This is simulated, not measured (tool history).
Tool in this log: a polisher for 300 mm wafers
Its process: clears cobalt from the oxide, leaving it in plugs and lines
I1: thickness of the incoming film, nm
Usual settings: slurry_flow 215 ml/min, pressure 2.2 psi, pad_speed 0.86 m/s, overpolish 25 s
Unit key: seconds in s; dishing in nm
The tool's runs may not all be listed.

run 1 hour=0 | slurry_flow=195 pressure=2.2 pad_speed=0.86 overpolish=32 | I1=180 | seconds=41.6 dishing=66.6
run 2 hour=37.9 | slurry_flow=195 pressure=2.2 pad_speed=0.86 overpolish=32 | I1=183.4 | seconds=42.1 dishing=64.5
run 3 hour=80 | slurry_flow=215 pressure=2.2 pad_speed=0.86 overpolish=25 | I1=181.5 | seconds=41.9 dishing=58.4
-- hour=104.4 head pressure recalibrated
run 4 hour=108.4 | slurry_flow=215 pressure=2.2 pad_speed=0.86 overpolish=25 | I1=180.6 | seconds=42 dishing=58.5
run 5 hour=158.8 | slurry_flow=215 pressure=2.2 pad_speed=0.86 overpolish=25 | I1=178.6 | seconds=41.4 dishing=56.1
-- hour=165.5 worn pad replaced by a new one
run 6 hour=215.4 | slurry_flow=215 pressure=2.2 pad_speed=0.86 overpolish=25 | I1=177.5 | seconds=42 dishing=59.3
run 7 hour=284.9 | slurry_flow=215 pressure=2.2 pad_speed=0.86 overpolish=25 | I1=179.8 | seconds=42.7 dishing=59.5
-- hour=301.1 slurry nozzle cleaned
run 8 hour=343.1 | slurry_flow=215 pressure=2.2 pad_speed=0.86 overpolish=32 | I1=181.8 | seconds=41.3 dishing=65.7
run 9 hour=400.7 | slurry_flow=215 pressure=2.2 pad_speed=0.86 overpolish=32 | I1=182.2 | seconds=42.2 dishing=67.9
-- hour=426.7 worn pad replaced by a new one
run 10 hour=450.8 | slurry_flow=215 pressure=2.2 pad_speed=0.86 overpolish=32 | I1=178.6 | seconds=41.6 dishing=67.4
-- hour=482 head pressure recalibrated
run 11 hour=490.8 | slurry_flow=195 pressure=2.2 pad_speed=0.86 overpolish=25 | I1=182.6 | seconds=43.6 dishing=57.7
run 12 hour=548.7 | slurry_flow=195 pressure=2.2 pad_speed=0.86 overpolish=25 | I1=183.7 | seconds=44.4 dishing=55.6
run 13 hour=584.4 | slurry_flow=215 pressure=2.2 pad_speed=0.86 overpolish=25 | I1=182.6 | seconds=44 dishing=57.5
-- hour=595.9 slurry nozzle cleaned
run 14 hour=614.7 | slurry_flow=215 pressure=2 pad_speed=0.86 overpolish=25 | I1=178.4 | seconds=43 dishing=55.9
run 15 hour=644.6 | slurry_flow=215 pressure=2.6 pad_speed=0.68 overpolish=20 | I1=181.3 | seconds=45.5 dishing=46.9
run 16 hour=675.5 | slurry_flow=285 pressure=2.5 pad_speed=1.16 overpolish=16 | I1=182.2 | seconds=26.5 dishing=57.4
-- hour=681.4 worn pad replaced by a new one
run 17 hour=733.1 | slurry_flow=215 pressure=2.2 pad_speed=0.86 overpolish=32 | I1=179.4 | seconds=41.1 dishing=64
run 18 hour=784.6 | slurry_flow=215 pressure=2.2 pad_speed=0.86 overpolish=25 | I1=181.5 | seconds=41.7 dishing=58.8
run 19 hour=821.8 | slurry_flow=215 pressure=2.2 pad_speed=0.76 overpolish=25 | I1=179.1 | seconds=47.5 dishing=53.8
-- hour=844 head pressure recalibrated
run 20 hour=854.8 | slurry_flow=195 pressure=2.2 pad_speed=0.86 overpolish=32 | I1=180.9 | seconds=43.4 dishing=63.2
run 21 hour=881.6 | slurry_flow=265 pressure=1.4 pad_speed=0.86 overpolish=39 | I1=176.4 | seconds=57.1 dishing=60.2
run 22 hour=929.1 | slurry_flow=215 pressure=2.5 pad_speed=0.86 overpolish=25 | I1=179.4 | seconds=38.9 dishing=61
-- hour=932.5 slurry nozzle cleaned
-- hour=961.3 worn pad replaced by a new one
run 23 hour=992.8 | slurry_flow=215 pressure=2.2 pad_speed=0.86 overpolish=25 | I1=180.5 | seconds=41 dishing=58.9
run 24 hour=1177.9 | slurry_flow=215 pressure=1.7 pad_speed=0.86 overpolish=25 | I1=177.4 | seconds=50.7 dishing=50.3
-- hour=1189.9 worn pad replaced by a new one
run 25 hour=1229.2 | slurry_flow=215 pressure=2.8 pad_speed=0.86 overpolish=17 | I1=181.8 | seconds=35.7 dishing=52.1
-- hour=1239.5 head pressure recalibrated
-- hour=1241.3 slurry nozzle cleaned
run 26 hour=1262.7 | slurry_flow=215 pressure=2.2 pad_speed=0.86 overpolish=25 | I1=183.7 | seconds=41.3 dishing=60.5

What if the next run were any one of these 3? Each begins from the tool's condition after run 26:
run A hour=1263.1 | slurry_flow=215 pressure=2.2 pad_speed=0.86 overpolish=25 | I1=181.3 | seconds=? dishing=?
run B hour=1263.1 | slurry_flow=240 pressure=2.2 pad_speed=0.86 overpolish=25 | I1=181.3 | seconds=? dishing=?
run C hour=1263.1 | slurry_flow=190 pressure=1.8 pad_speed=0.86 overpolish=25 | I1=181.3 | seconds=? dishing=?

run=A seconds=41.2 dishing=59.9
run=B seconds=40.6 dishing=60.3
run=C seconds=49.2 dishing=54.5
Without the tool's hidden state the same runs would have given:
run=A seconds=41 dishing=60
run=B seconds=40.5 dishing=60.4
run=C seconds=49 dishing=54.6
